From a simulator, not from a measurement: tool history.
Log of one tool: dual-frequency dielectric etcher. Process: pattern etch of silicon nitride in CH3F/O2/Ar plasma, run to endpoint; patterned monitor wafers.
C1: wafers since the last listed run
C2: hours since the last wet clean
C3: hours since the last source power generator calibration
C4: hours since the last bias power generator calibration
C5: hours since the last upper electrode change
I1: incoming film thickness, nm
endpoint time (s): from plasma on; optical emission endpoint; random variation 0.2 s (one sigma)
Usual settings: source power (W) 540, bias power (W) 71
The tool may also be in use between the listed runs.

{"run": 1, "day": 0.0, "source power (W)": 540, "bias power (W)": 71, "C1": 0, "C2": 212.6, "C3": 3178.5, "C4": 935.4, "C5": 1811.3, "I1": 19.81, "endpoint time (s)": 25.9}
{"run": 2, "day": 2.321, "source power (W)": 540, "bias power (W)": 71, "C1": 847, "C2": 268.3, "C3": 3234.2, "C4": 991.1, "C5": 1867.0, "I1": 19.61, "endpoint time (s)": 24.8}
{"run": 3, "day": 5.579, "source power (W)": 540, "bias power (W)": 71, "C1": 1190, "C2": 346.5, "C3": 3312.4, "C4": 1069.3, "C5": 1945.2, "I1": 19.6, "endpoint time (s)": 25.0}
{"run": 4, "day": 9.275, "source power (W)": 540, "bias power (W)": 71, "C1": 1350, "C2": 435.2, "C3": 3401.1, "C4": 1158.0, "C5": 2033.9, "I1": 19.53, "endpoint time (s)": 24.9}
{"run": 5, "day": 11.188, "source power (W)": 540, "bias power (W)": 71, "C1": 698, "C2": 481.1, "C3": 3447.0, "C4": 1203.9, "C5": 2079.8, "I1": 19.52, "endpoint time (s)": 24.4}
{"day": 12.812, "done": "wet clean of the chamber"}
{"run": 6, "day": 13.708, "source power (W)": 540, "bias power (W)": 71, "C1": 555, "C2": 21.5, "C3": 3507.5, "C4": 1264.4, "C5": 2140.3, "I1": 19.7, "endpoint time (s)": 26.4}
{"run": 7, "day": 15.354, "source power (W)": 450, "bias power (W)": 71, "C1": 601, "C2": 61.0, "C3": 3547.0, "C4": 1303.9, "C5": 2179.8, "I1": 19.62, "endpoint time (s)": 28.0}
{"run": 8, "day": 18.562, "source power (W)": 590, "bias power (W)": 71, "C1": 1172, "C2": 138.0, "C3": 3624.0, "C4": 1380.9, "C5": 2256.8, "I1": 19.49, "endpoint time (s)": 25.0}
{"day": 19.767, "done": "upper electrode replaced, of another model than before"}
{"run": 9, "day": 21.058, "source power (W)": 600, "bias power (W)": 61, "C1": 546, "C2": 197.9, "C3": 3683.9, "C4": 1440.8, "C5": 31.0, "I1": 19.58, "endpoint time (s)": 25.0}
{"day": 30.65, "done": "wet clean of the chamber"}
{"day": 32.975, "done": "bias power generator calibrated"}
{"run": 10, "day": 32.996, "source power (W)": 540, "bias power (W)": 60, "C1": 3935, "C2": 56.3, "C3": 3970.4, "C4": 0.5, "C5": 317.5, "I1": 19.65, "endpoint time (s)": 27.5}
{"day": 36.021, "done": "source power generator calibrated"}
{"run": 11, "day": 37.046, "source power (W)": 540, "bias power (W)": 89, "C1": 1418, "C2": 153.5, "C3": 24.6, "C4": 97.7, "C5": 414.7, "I1": 19.74, "endpoint time (s)": 24.0}
{"run": 12, "day": 41.088, "source power (W)": 470, "bias power (W)": 63, "C1": 1476, "C2": 250.5, "C3": 121.6, "C4": 194.7, "C5": 511.7, "I1": 19.64, "endpoint time (s)": 29.5}
{"run": 13, "day": 44.292, "source power (W)": 540, "bias power (W)": 71, "C1": 1170, "C2": 327.4, "C3": 198.5, "C4": 271.6, "C5": 588.6, "I1": 19.45, "endpoint time (s)": 24.8}
{"run": 14, "day": 45.933, "source power (W)": 430, "bias power (W)": 66, "C1": 599, "C2": 366.8, "C3": 237.9, "C4": 311.0, "C5": 628.0, "I1": 19.61, "endpoint time (s)": 30.6}
{"run": 15, "day": 48.65, "source power (W)": 630, "bias power (W)": 80, "C1": 992, "C2": 432.0, "C3": 303.1, "C4": 376.2, "C5": 693.2, "I1": 19.59, "endpoint time (s)": 21.4}

4 ways to go on from here, each from the tool as it stands after run 15. What would each give?
{"run": "A", "day": 48.667, "source power (W)": 480, "bias power (W)": 71, "C1": 6, "C2": 432.4, "C3": 303.5, "C4": 376.6, "C5": 693.6, "I1": 19.58, "endpoint time (s)": "?"}
{"run": "B", "day": 48.667, "source power (W)": 460, "bias power (W)": 78, "C1": 6, "C2": 432.4, "C3": 303.5, "C4": 376.6, "C5": 693.6, "I1": 19.58, "endpoint time (s)": "?"}
{"run": "C", "day": 48.667, "source power (W)": 430, "bias power (W)": 61, "C1": 6, "C2": 432.4, "C3": 303.5, "C4": 376.6, "C5": 693.6, "I1": 19.58, "endpoint time (s)": "?"}
{"run": "D", "day": 48.667, "source power (W)": 650, "bias power (W)": 89, "C1": 6, "C2": 432.4, "C3": 303.5, "C4": 376.6, "C5": 693.6, "I1": 19.58, "endpoint time (s)": "?"}

run=A endpoint_time_(s)=27.0
run=B endpoint_time_(s)=27.1
run=C endpoint_time_(s)=31.2
run=D endpoint_time_(s)=20.3
Without the tool's hidden state the same runs would have given:
run=A endpoint_time_(s)=28.3
run=B endpoint_time_(s)=28.4
run=C endpoint_time_(s)=32.7
run=D endpoint_time_(s)=21.3
